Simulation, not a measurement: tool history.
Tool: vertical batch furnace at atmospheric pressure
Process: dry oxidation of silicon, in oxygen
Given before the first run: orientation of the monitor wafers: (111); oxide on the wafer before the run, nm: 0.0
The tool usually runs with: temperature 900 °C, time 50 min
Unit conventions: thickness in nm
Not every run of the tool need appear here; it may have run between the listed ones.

run	day	temperature	time	wafers since the last listed run	hours since the last temperature calibration	hours since the boat lift was adjusted	hours since the gauge calibration	read-back reference wafer on the same gauge, thickness	thickness
1	0	900	50	0	1296.7	2481	712.8	26.71	23.89
2	1.45	900	50	780	1331.5	2515.8	747.6	26.7	23.99
3	4.042	900	50	1395	1393.7	2578	809.8	26.71	24.19
4	6.658	900	50	1409	1456.5	2640.8	872.6	26.7	24.12
5	9.175	900	50	1355	1516.9	2701.2	933	26.68	24.18
6	12.038	900	32	1541	1585.6	2769.9	1001.7	26.71	17.8
7	14.004	885	50	1059	1632.8	2817.1	1048.9	26.69	20.84
8	16.167	885	50	1164	1684.7	2869	1100.8	26.68	20.75
9	18.35	908	50	1175	1737.1	2921.4	1153.2	26.69	26.5
10	23.567	908	50	2809	1862.3	3046.6	1278.4	26.69	26.64
11	26.054	900	50	1339	1922	3106.3	1338.1	26.7	24.45
12	27.871	900	50	978	1965.6	3149.9	1381.7	26.7	24.6
13	30.392	886	50	1357	2026.1	3210.4	1442.2	26.7	21.22
14	32.183	886	50	964	2069.1	3253.4	1485.2	26.7	21.27
15	33.625	886	50	776	2103.7	3288	1519.8	26.7	21.46
16	35.558	881	44	1041	2150.1	3334.4	1566.2	26.69	18.56
# day 37.996: thermocouples replaced and temperature profile calibrated
17	38.017	900	50	785	0.5	3393.4	1625.2	26.69	23.65
# day 39.625: gauge calibrated
# day 39.704: boat lift adjusted
18	39.758	900	28	399	42.3	1.3	3.2	26.71	16.34
19	42.004	900	50	1209	96.2	55.2	57.1	26.7	24.39
20	44.367	876	43.5	1272	152.9	111.9	113.8	26.7	17.18
21	46.158	919	72.5	964	195.9	154.9	156.8	26.69	38.1
22	48.883	923	32.5	1467	261.3	220.3	222.2	26.7	22.51
23	51.371	883	27	1339	321	280	281.9	26.69	13.14
24	53.483	900	37	1137	371.7	330.7	332.6	26.72	19.64
25	56.171	882	40.5	1447	436.2	395.2	397.1	26.71	17.22
26	58.204	890	60	1095	485	444	445.9	26.68	24.77
27	59.979	900	50	955	527.6	486.6	488.5	26.67	24.41
28	62.633	888	30	1429	591.3	550.3	552.2	26.69	14.84
29	65.167	900	50	1364	652.1	611.1	613	26.71	24.11
30	66.288	900	50	603	679	638	639.9	26.7	24.12
31	69.221	900	50	1579	749.4	708.4	710.3	26.69	24.13
32	71.208	893	58.5	1070	797.1	756.1	758	26.69	25.1
33	72.575	883	56.5	736	829.9	788.9	790.8	26.72	22.13
34	73.596	900	50	549	854.4	813.4	815.3	26.69	24.42
35	76.188	900	50	1395	916.6	875.6	877.5	26.69	24.12

For each entry between runs, how does the tool's hidden state at the last listed run before it compare with that at the first listed run after it?
Runs 16 to 17: thermocouples replaced and temperature profile calibrated (day 37.996)
  true tube temperature minus thermocouple reading, K: 4.62 -> 0.26; monitor wafer colder than the profiled boat position, K: 3.2 -> 3.21
  measured value less the no-hidden-state value, thickness: +0.28 -> -0.73 nm
Runs 17 to 18: gauge calibrated (day 39.625); boat lift adjusted (day 39.704)
  true tube temperature minus thermocouple reading, K: 0.26 -> 0.262; monitor wafer colder than the profiled boat position, K: 3.21 -> 0.0976
  measured value less the no-hidden-state value, thickness: -0.73 -> +0.03 nm

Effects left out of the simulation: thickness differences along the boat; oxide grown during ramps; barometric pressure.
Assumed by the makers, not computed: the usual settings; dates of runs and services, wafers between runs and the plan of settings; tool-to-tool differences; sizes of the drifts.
